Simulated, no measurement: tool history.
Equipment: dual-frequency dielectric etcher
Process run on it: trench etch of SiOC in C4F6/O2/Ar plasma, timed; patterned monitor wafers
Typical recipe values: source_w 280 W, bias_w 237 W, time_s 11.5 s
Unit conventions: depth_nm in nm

run	hour	source_w	bias_w	time_s	wafers since the last listed run	hours since the last wet clean	hours since the last source power generator calibration	hours since the last bias power generator calibration	hours since the last upper electrode change	hours since the gauge calibration	read-back reference wafer on the same gauge, depth_nm	depth_nm
1	0	280	237	13.5	0	369.2	1431.4	3089.8	4096	87.4	27.9	27.89
# hour 8.5: gauge calibrated
2	12.9	280	237	11.5	165	382.1	1444.3	3102.7	4108.9	4.4	27.91	23.72
3	20.8	280	237	11.5	101	390	1452.2	3110.6	4116.8	12.3	27.9	23.69
4	56.3	280	272	11.5	456	425.5	1487.7	3146.1	4152.3	47.8	27.89	24.83
5	66.9	280	272	11.5	136	436.1	1498.3	3156.7	4162.9	58.4	27.89	24.75
6	82.7	240	237	11.5	203	451.9	1514.1	3172.5	4178.7	74.2	27.9	22.78
7	89.4	240	237	11.5	86	458.6	1520.8	3179.2	4185.4	80.9	27.88	22.71
8	97.8	240	237	11.5	107	467	1529.2	3187.6	4193.8	89.3	27.9	22.72
# hour 103.9: bias power generator calibrated
# hour 124.1: upper electrode replaced
# hour 126.3: source power generator calibrated
9	126.8	280	237	10	34	496	0.5	22.9	2.7	118.3	27.9	20.58
10	127.1	300	237	9	3	496.3	0.8	23.2	3	118.6	27.89	18.87
# hour 132: gauge calibrated
# hour 155.3: wet clean of the chamber
11	155.8	310	192	13	60	0.5	29.5	51.9	31.7	23.8	27.89	25.79
12	156.1	280	237	11.5	3	0.8	29.8	52.2	32	24.1	27.89	23.72
13	168.7	280	187	11.5	161	13.4	42.4	64.8	44.6	36.7	27.9	21.83
14	174.9	280	237	11.5	79	19.6	48.6	71	50.8	42.9	27.89	23.72
15	188.3	240	256	12.5	172	33	62	84.4	64.2	56.3	27.91	25.43
16	196.5	280	237	11.5	105	41.2	70.2	92.6	72.4	64.5	27.89	23.69
17	202.9	210	237	11.5	82	47.6	76.6	99	78.8	70.9	27.91	22.01

Forecast each of these 4 alternatives for the next run:
A	203.3	280	237	11.5	5	48	77	99.4	79.2	71.3	?	?
B	203.3	210	272	11.5	5	48	77	99.4	79.2	71.3	?	?
C	203.3	280	217	14.5	5	48	77	99.4	79.2	71.3	?	?
D	203.3	310	211	11.5	5	48	77	99.4	79.2	71.3	?	?

run	read-back reference wafer on the same gauge, depth_nm	depth_nm
A	27.91	23.69
B	27.91	23.03
C	27.91	28.99
D	27.91	23.45
With no hidden state in the tool, these same runs would have given:
run	depth_nm
A	23.69
B	23.03
C	28.99
D	23.45
